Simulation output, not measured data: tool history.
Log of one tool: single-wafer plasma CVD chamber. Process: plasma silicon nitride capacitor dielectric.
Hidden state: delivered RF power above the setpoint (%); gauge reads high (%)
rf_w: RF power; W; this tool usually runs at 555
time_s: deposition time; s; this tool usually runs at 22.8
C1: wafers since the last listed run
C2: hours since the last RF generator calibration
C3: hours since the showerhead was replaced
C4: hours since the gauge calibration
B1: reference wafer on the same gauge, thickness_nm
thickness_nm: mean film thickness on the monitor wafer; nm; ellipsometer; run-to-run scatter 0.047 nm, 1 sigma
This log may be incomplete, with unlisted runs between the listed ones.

run 1 hour=0 | rf_w=555 time_s=19.9 | C1=0 C2=1931.7 C3=7786.4 C4=37 | B1=26.2 | thickness_nm=25.89
run 2 hour=11.1 | rf_w=555 time_s=19.9 | C1=373 C2=1942.8 C3=7797.5 C4=48.1 | B1=26.203 | thickness_nm=25.908
run 3 hour=18.8 | rf_w=510 time_s=20.9 | C1=259 C2=1950.5 C3=7805.2 C4=55.8 | B1=26.198 | thickness_nm=26.447
run 4 hour=27.5 | rf_w=510 time_s=20.9 | C1=293 C2=1959.2 C3=7813.9 C4=64.5 | B1=26.21 | thickness_nm=26.466
run 5 hour=38.9 | rf_w=595 time_s=22.8 | C1=384 C2=1970.6 C3=7825.3 C4=75.9 | B1=26.202 | thickness_nm=30.199
run 6 hour=54.4 | rf_w=510 time_s=22.8 | C1=522 C2=1986.1 C3=7840.8 C4=91.4 | B1=26.196 | thickness_nm=28.811
run 7 hour=66.6 | rf_w=510 time_s=22.8 | C1=410 C2=1998.3 C3=7853 C4=103.6 | B1=26.195 | thickness_nm=28.775
run 8 hour=80.8 | rf_w=510 time_s=22.8 | C1=478 C2=2012.5 C3=7867.2 C4=117.8 | B1=26.207 | thickness_nm=28.812
run 9 hour=92.3 | rf_w=470 time_s=21.7 | C1=387 C2=2024 C3=7878.7 C4=129.3 | B1=26.197 | thickness_nm=26.76
run 10 hour=104.2 | rf_w=555 time_s=24.7 | C1=400 C2=2035.9 C3=7890.6 C4=141.2 | B1=26.203 | thickness_nm=32.011
run 11 hour=120.2 | rf_w=555 time_s=22.8 | C1=539 C2=2051.9 C3=7906.6 C4=157.2 | B1=26.197 | thickness_nm=29.523
run 12 hour=131.1 | rf_w=555 time_s=22.8 | C1=367 C2=2062.8 C3=7917.5 C4=168.1 | B1=26.209 | thickness_nm=29.511
run 13 hour=145.1 | rf_w=580 time_s=20.5 | C1=471 C2=2076.8 C3=7931.5 C4=182.1 | B1=26.201 | thickness_nm=26.932
run 14 hour=162.8 | rf_w=580 time_s=20.5 | C1=596 C2=2094.5 C3=7949.2 C4=199.8 | B1=26.194 | thickness_nm=26.82
run 15 hour=177.9 | rf_w=580 time_s=20.5 | C1=508 C2=2109.6 C3=7964.3 C4=214.9 | B1=26.203 | thickness_nm=26.866
-- hour=199.2 RF generator calibrated
run 16 hour=199.7 | rf_w=495 time_s=25.9 | C1=464 C2=0.5 C3=7986.1 C4=236.7 | B1=26.193 | thickness_nm=33.353
run 17 hour=204.4 | rf_w=495 time_s=25.9 | C1=158 C2=5.2 C3=7990.8 C4=241.4 | B1=26.202 | thickness_nm=33.442
run 18 hour=215.7 | rf_w=495 time_s=25.9 | C1=380 C2=16.5 C3=8002.1 C4=252.7 | B1=26.199 | thickness_nm=33.458
run 19 hour=240 | rf_w=555 time_s=22.8 | C1=818 C2=40.8 C3=8026.4 C4=277 | B1=26.201 | thickness_nm=30.476
run 20 hour=253.1 | rf_w=555 time_s=22.8 | C1=441 C2=53.9 C3=8039.5 C4=290.1 | B1=26.201 | thickness_nm=30.398
run 21 hour=266.4 | rf_w=555 time_s=22.8 | C1=448 C2=67.2 C3=8052.8 C4=303.4 | B1=26.201 | thickness_nm=30.58
run 22 hour=283.9 | rf_w=555 time_s=22.8 | C1=589 C2=84.7 C3=8070.3 C4=320.9 | B1=26.206 | thickness_nm=30.445
-- hour=297.3 showerhead replaced
run 23 hour=297.8 | rf_w=555 time_s=22.8 | C1=198 C2=98.6 C3=0.5 C4=334.8 | B1=26.196 | thickness_nm=30.464
run 24 hour=303 | rf_w=465 time_s=22.8 | C1=175 C2=103.8 C3=5.7 C4=340 | B1=26.211 | thickness_nm=28.83
run 25 hour=309.7 | rf_w=645 time_s=19.6 | C1=225 C2=110.5 C3=12.4 C4=346.7 | B1=26.194 | thickness_nm=27.501
run 26 hour=327.1 | rf_w=510 time_s=19.5 | C1=586 C2=127.9 C3=29.8 C4=364.1 | B1=26.191 | thickness_nm=25.379
run 27 hour=335.2 | rf_w=555 time_s=21.1 | C1=272 C2=136 C3=37.9 C4=372.2 | B1=26.192 | thickness_nm=28.196
-- hour=339 gauge calibrated
run 28 hour=349.4 | rf_w=555 time_s=22.8 | C1=478 C2=150.2 C3=52.1 C4=10.4 | B1=26.213 | thickness_nm=30.369
run 29 hour=365.8 | rf_w=555 time_s=22.8 | C1=552 C2=166.6 C3=68.5 C4=26.8 | B1=26.199 | thickness_nm=30.359
run 30 hour=377.4 | rf_w=555 time_s=24.7 | C1=390 C2=178.2 C3=80.1 C4=38.4 | B1=26.214 | thickness_nm=32.992
run 31 hour=387.3 | rf_w=555 time_s=22.8 | C1=333 C2=188.1 C3=90 C4=48.3 | B1=26.211 | thickness_nm=30.548
run 32 hour=395 | rf_w=555 time_s=22.8 | C1=259 C2=195.8 C3=97.7 C4=56 | B1=26.202 | thickness_nm=30.519
run 33 hour=404.1 | rf_w=595 time_s=19.7 | C1=306 C2=204.9 C3=106.8 C4=65.1 | B1=26.194 | thickness_nm=26.861
run 34 hour=422 | rf_w=640 time_s=25.3 | C1=603 C2=222.8 C3=124.7 C4=83 | B1=26.198 | thickness_nm=35.232
run 35 hour=428.1 | rf_w=480 time_s=25.6 | C1=205 C2=228.9 C3=130.8 C4=89.1 | B1=26.199 | thickness_nm=32.555
run 36 hour=445.6 | rf_w=645 time_s=25.2 | C1=589 C2=246.4 C3=148.3 C4=106.6 | B1=26.198 | thickness_nm=35.346
run 37 hour=459.5 | rf_w=555 time_s=20.7 | C1=468 C2=260.3 C3=162.2 C4=120.5 | B1=26.206 | thickness_nm=27.656
run 38 hour=469.7 | rf_w=615 time_s=18.4 | C1=343 C2=270.5 C3=172.4 C4=130.7 | B1=26.201 | thickness_nm=25.452
run 39 hour=486.3 | rf_w=555 time_s=22.8 | C1=559 C2=287.1 C3=189 C4=147.3 | B1=26.186 | thickness_nm=30.386
run 40 hour=495.1 | rf_w=555 time_s=20.9 | C1=296 C2=295.9 C3=197.8 C4=156.1 | B1=26.2 | thickness_nm=27.962
run 41 hour=510.5 | rf_w=555 time_s=20.4 | C1=518 C2=311.3 C3=213.2 C4=171.5 | B1=26.204 | thickness_nm=27.259
run 42 hour=524 | rf_w=495 time_s=20 | C1=454 C2=324.8 C3=226.7 C4=185 | B1=26.183 | thickness_nm=25.719
run 43 hour=534.3 | rf_w=470 time_s=21.7 | C1=346 C2=335.1 C3=237 C4=195.3 | B1=26.194 | thickness_nm=27.559
run 44 hour=549.6 | rf_w=630 time_s=21 | C1=515 C2=350.4 C3=252.3 C4=210.6 | B1=26.198 | thickness_nm=29.136

For each entry between runs, how does the tool's hidden state at the last listed run before it compare with that at the first listed run after it?
From run 15 to run 16: RF generator calibrated (hour 199.2)
  delivered RF power above the setpoint (%): -10.7 -> -0.789
  measured less the result without the state, thickness_nm: -0.977 -> -0.083 nm
From run 22 to run 23: showerhead replaced (hour 297.3)
  delivered RF power above the setpoint (%): -0.805 -> -0.811
  measured less the result without the state, thickness_nm: -0.077 -> -0.079 nm
From run 27 to run 28: gauge calibrated (hour 339)
  delivered RF power above the setpoint (%): -0.831 -> -0.84
  measured less the result without the state, thickness_nm: -0.075 -> -0.081 nm
